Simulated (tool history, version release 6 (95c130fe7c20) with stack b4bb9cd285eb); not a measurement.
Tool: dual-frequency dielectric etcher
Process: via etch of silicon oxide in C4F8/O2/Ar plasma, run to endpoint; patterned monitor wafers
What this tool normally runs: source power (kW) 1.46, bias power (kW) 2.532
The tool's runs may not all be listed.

| run | hour | source power (kW) | bias power (kW) | incoming incoming film thickness, nm | endpoint time (s) |
|---|---|---|---|---|---|
| 1 | 0 | 1.46 | 2.532 | 783.1 | 151.7 |
| 2 | 15.1 | 1.46 | 2.532 | 791 | 153.7 |
| 3 | 25 | 1.46 | 2.532 | 784.1 | 151 |
| 4 | 31.7 | 1.46 | 2.532 | 794.6 | 152.5 |
| 5 | 46.8 | 1.46 | 2.532 | 788.8 | 151.3 |
|  | 75.3 | wet clean of the chamber |
| 6 | 75.8 | 1.46 | 2.532 | 792.6 | 161 |
| 7 | 78.6 | 1.46 | 2.532 | 786.4 | 160.8 |
|  | 83.6 | bias power generator calibrated |
| 8 | 86.6 | 1.46 | 2.532 | 790.3 | 160 |
| 9 | 103.5 | 1.46 | 2.532 | 796.6 | 162.8 |
| 10 | 116.8 | 1.46 | 2.532 | 787 | 158.8 |
|  | 144.5 | upper electrode replaced |
| 11 | 145 | 1.66 | 3.019 | 789.4 | 145.7 |
| 12 | 145.3 | 1.7 | 2.532 | 785.2 | 148.1 |
| 13 | 145.7 | 1.8 | 2.532 | 793.4 | 145.5 |
|  | 149.1 | source power generator calibrated |
| 14 | 159.9 | 1.33 | 2.225 | 787.1 | 171.3 |
| 15 | 170.6 | 1.69 | 2.85 | 777.8 | 144.4 |
| 16 | 181.6 | 1.22 | 2.532 | 785.8 | 171.3 |
| 17 | 188.4 | 1.46 | 2.532 | 784.7 | 157.3 |
| 18 | 197.1 | 1.32 | 2.532 | 790.5 | 166 |

Below are 3 alternative next runs, each starting from the tool's condition after run 18. Predict each:
| A | 197.6 | 1.46 | 2.813 | 787.8 | ? |
| B | 197.6 | 1.36 | 2.966 | 787.8 | ? |
| C | 197.6 | 1.31 | 2.532 | 787.8 | ? |

| run | endpoint time (s) |
|---|---|
| A | 154.7 |
| B | 157.8 |
| C | 165.9 |
Had the tool no hidden state, the same runs would have come out as:
| run | endpoint time (s) |
|---|---|
| A | 156.4 |
| B | 159.5 |
| C | 167.7 |
